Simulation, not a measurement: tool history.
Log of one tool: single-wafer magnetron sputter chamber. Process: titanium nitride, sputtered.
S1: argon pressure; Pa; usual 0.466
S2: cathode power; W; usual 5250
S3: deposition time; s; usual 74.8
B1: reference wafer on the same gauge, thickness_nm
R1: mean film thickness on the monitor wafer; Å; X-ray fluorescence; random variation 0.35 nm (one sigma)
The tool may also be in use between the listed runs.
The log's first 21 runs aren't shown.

run,hour,S1,S2,S3,B1,R1
22,464.8,0.553,5250,86.4,61.600,691.74
23,496.6,0.466,5250,74.8,61.645,640.26
# hour 557.4: capacitance manometer re-zeroed and calibrated
24,557.9,0.568,5250,74.8,61.795,600.51
25,581.0,0.611,6000,74.8,61.839,669.39
26,611.0,0.466,6500,74.8,61.747,788.72
27,625.7,0.466,5250,74.8,61.879,638.81
28,646.0,0.466,5250,74.8,61.911,640.44
29,663.8,0.568,5250,74.8,61.991,599.54
30,683.4,0.599,5250,74.8,62.184,589.80
31,709.5,0.368,6400,74.8,62.148,830.67
32,722.7,0.647,5250,68.5,61.961,526.58
33,747.1,0.359,4000,64.7,62.233,452.31
# hour 768.7: sputter target and shields replaced
34,770.7,0.466,5250,74.8,62.171,643.03

5 ways to go on from here, each from the tool as it stands after run 34. What would each give?
A,771.1,0.466,5250,86.0,?,?
B,771.1,0.315,6450,74.8,?,?
C,771.1,0.522,5250,64.7,?,?
D,771.1,0.545,6250,82.3,?,?
E,771.1,0.609,4750,80.9,?,?

run,B1,R1
A,62.380,742.09
B,62.380,872.36
C,62.380,539.34
D,62.380,805.33
E,62.380,578.79
Without the tool's hidden state the same runs would have given:
run,R1
A,730.20
B,858.38
C,530.70
D,792.43
E,569.52
